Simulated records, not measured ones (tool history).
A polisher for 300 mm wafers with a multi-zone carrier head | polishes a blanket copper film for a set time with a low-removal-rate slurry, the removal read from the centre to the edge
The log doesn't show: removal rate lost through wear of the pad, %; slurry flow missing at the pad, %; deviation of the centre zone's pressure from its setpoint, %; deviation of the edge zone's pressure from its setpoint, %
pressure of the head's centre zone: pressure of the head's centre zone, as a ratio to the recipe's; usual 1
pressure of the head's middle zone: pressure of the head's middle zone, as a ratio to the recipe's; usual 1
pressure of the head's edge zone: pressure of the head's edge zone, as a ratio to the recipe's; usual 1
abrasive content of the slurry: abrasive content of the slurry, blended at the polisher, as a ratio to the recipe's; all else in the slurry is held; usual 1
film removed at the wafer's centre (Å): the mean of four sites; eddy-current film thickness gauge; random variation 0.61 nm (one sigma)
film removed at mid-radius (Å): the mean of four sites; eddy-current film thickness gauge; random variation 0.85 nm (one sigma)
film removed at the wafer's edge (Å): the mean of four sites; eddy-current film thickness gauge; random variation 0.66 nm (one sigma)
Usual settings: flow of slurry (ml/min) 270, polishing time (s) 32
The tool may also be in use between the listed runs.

run   hour  flow of slurry (ml/min)  pressure of the head's centre zone  pressure of the head's middle zone  pressure of the head's edge zone  abrasive content of the slurry  polishing time (s)  wafers since the last listed run  wafers polished on this pad  hours since the slurry nozzle was cleaned  hours since the centre zone pressure was calibrated  hours since the edge zone pressure was calibrated  hours since the carrier head's membrane was replaced  incoming thickness of the incoming film, nm  film removed at the wafer's centre (Å)  film removed at mid-radius (Å)  film removed at the wafer's edge (Å)
  1      0                      270                                   1                                   1                                 1                               1                  32                                 0                          629                                       34.9                                                415.4                                               59.1                                                1646.7                                        939.8                                     775                             782                                   771
  2   33.8                      270                                   1                                   1                                 1                               1                  32                               409                         1039                                       68.7                                                449.2                                               92.9                                                1680.5                                          938                                     761                             780                                   765
  3   49.5                      270                                1.07                                   1                                 1                               1                  32                               190                         1229                                       84.4                                                464.9                                              108.6                                                1696.2                                        926.8                                     828                             774                                   769
      56.9  -- worn pad replaced by a new one
  4   61.5                      270                                1.07                                   1                                 1                               1                  32                                97                           55                                       96.4                                                476.9                                              120.6                                                1708.2                                        911.3                                     806                             758                                   757
  5     96                      270                                1.07                                   1                                 1                               1                  32                               418                          474                                      130.9                                                511.4                                              155.1                                                1742.7                                        936.4                                     809                             759                                   770
     117.2  -- carrier head's membrane replaced by a new one
  6  128.1                      270                                   1                                   1                                 1                             0.8                  32                               328                          802                                        163                                                543.5                                              187.2                                                  10.9                                        928.1                                     731                             742                                   738
  7  159.5                      270                                   1                                   1                                 1                               1                  32                               380                         1183                                      194.4                                                574.9                                              218.6                                                  42.3                                        926.5                                     759                             759                                   762
     166.4  -- slurry nozzle cleaned
     177.5  -- worn pad replaced by a new one
  8    178                      270                                   1                                   1                                 1                               1                  32                               163                            6                                       11.6                                                593.4                                              237.1                                                  60.8                                        939.6                                     790                             786                                   768
  9    203                      270                                   1                                   1                                 1                               1                  32                               303                          309                                       36.6                                                618.4                                              262.1                                                  85.8                                        931.7                                     773                             764                                   762
 10  215.2                      270                                   1                                0.94                                 1                               1                  27                               147                          457                                       48.8                                                630.6                                              274.3                                                    98                                        920.7                                     642                             623                                   652
 11  232.6                      205                                0.89                                0.96                              0.94                               1                  32                               211                          668                                       66.2                                                  648                                              291.7                                                 115.4                                        919.9                                     647                             704                                   725
 12  255.6                      270                                   1                                1.05                              0.88                               1                  32                               278                          947                                       89.2                                                  671                                              314.7                                                 138.4                                        938.3                                     756                             775                                   717
     291.5  -- worn pad replaced by a new one
 13    292                      270                                1.08                                   1                                 1                               1                  32                               392                            6                                      125.6                                                707.4                                              351.1                                                 174.8                                        939.4                                     813                             765                                   757
     299.3  -- centre zone pressure recalibrated
 14  320.7                      270                                   1                                   1                              1.08                               1                  26                               323                          329                                      154.3                                                 21.4                                              379.8                                                 203.5                                        940.8                                     612                             629                                   630
     329.8  -- edge zone pressure recalibrated
 15  333.5                      270                                   1                                0.96                                 1                               1                  38                               130                          460                                      167.1                                                 34.2                                                3.7                                                 216.3                                        925.5                                     884                             870                                   898
 16  352.4                      270                                1.06                                   1                              1.05                               1                  32                               229                          690                                        186                                                 53.1                                               22.6                                                 235.2                                        939.4                                     786                             750                                   757
     360.8  -- slurry nozzle cleaned
 17  366.9                      205                                0.89                                0.96                              0.94                               1                  32                               163                          853                                        6.1                                                 67.6                                               37.1                                                 249.7                                          918                                     673                             728                                   740
 18  386.8                      270                                   1                                   1                                 1                            0.75                  32                               241                         1095                                         26                                                 87.5                                                 57                                                 269.6                                        929.9                                     747                             747                                   739
 19  411.1                      270                                0.93                                   1                                 1                               1                  32                               294                         1389                                       50.3                                                111.8                                               81.3                                                 293.9                                        919.8                                     707                             773                                   777
     424.2  -- worn pad replaced by a new one
 20  436.7                      270                                   1                                   1                                 1                            0.75                  32                               261                          151                                       75.9                                                137.4                                              106.9                                                 319.5                                        934.2                                     722                             734                                   726
 21  459.6                      270                                   1                                   1                              1.05                            0.85                  32                               277                          428                                       98.8                                                160.3                                              129.8                                                 342.4                                        950.7                                     733                             741                                   756
 22  495.2                      270                                   1                                   1                                 1                               1                  32                               431                          860                                      134.4                                                195.9                                              165.4                                                   378                                        934.1                                     759                             768                                   750

Forecast each of these 4 alternatives for the next run:
  A  495.6                      270                                   1                                   1                                 1                               1                  37                                 4                          865                                      134.8                                                196.3                                              165.8                                                 378.4                                        935.1                                       ?                               ?                                     ?
  B  495.6                      270                                   1                                   1                              1.03                               1                  28                                 4                          865                                      134.8                                                196.3                                              165.8                                                 378.4                                        935.1                                       ?                               ?                                     ?
  C  495.6                      195                                   1                                   1                              1.11                               1                  28                                 4                          865                                      134.8                                                196.3                                              165.8                                                 378.4                                        935.1                                       ?                               ?                                     ?
  D  495.6                      270                                   1                                   1                                 1                               1                  27                                 4                          865                                      134.8                                                196.3                                              165.8                                                 378.4                                        935.1                                       ?                               ?                                     ?

run  film removed at the wafer's centre (Å)  film removed at mid-radius (Å)  film removed at the wafer's edge (Å)
  A                                     878                             862                                   880
  B                                     664                             652                                   675
  C                                     616                             610                                   665
  D                                     640                             629                                   643
Without the tool's hidden state the same runs would have given:
run  film removed at the wafer's centre (Å)  film removed at mid-radius (Å)  film removed at the wafer's edge (Å)
  A                                     924                             903                                   912
  B                                     699                             683                                   699
  C                                     664                             652                                   697
  D                                     675                             659                                   665
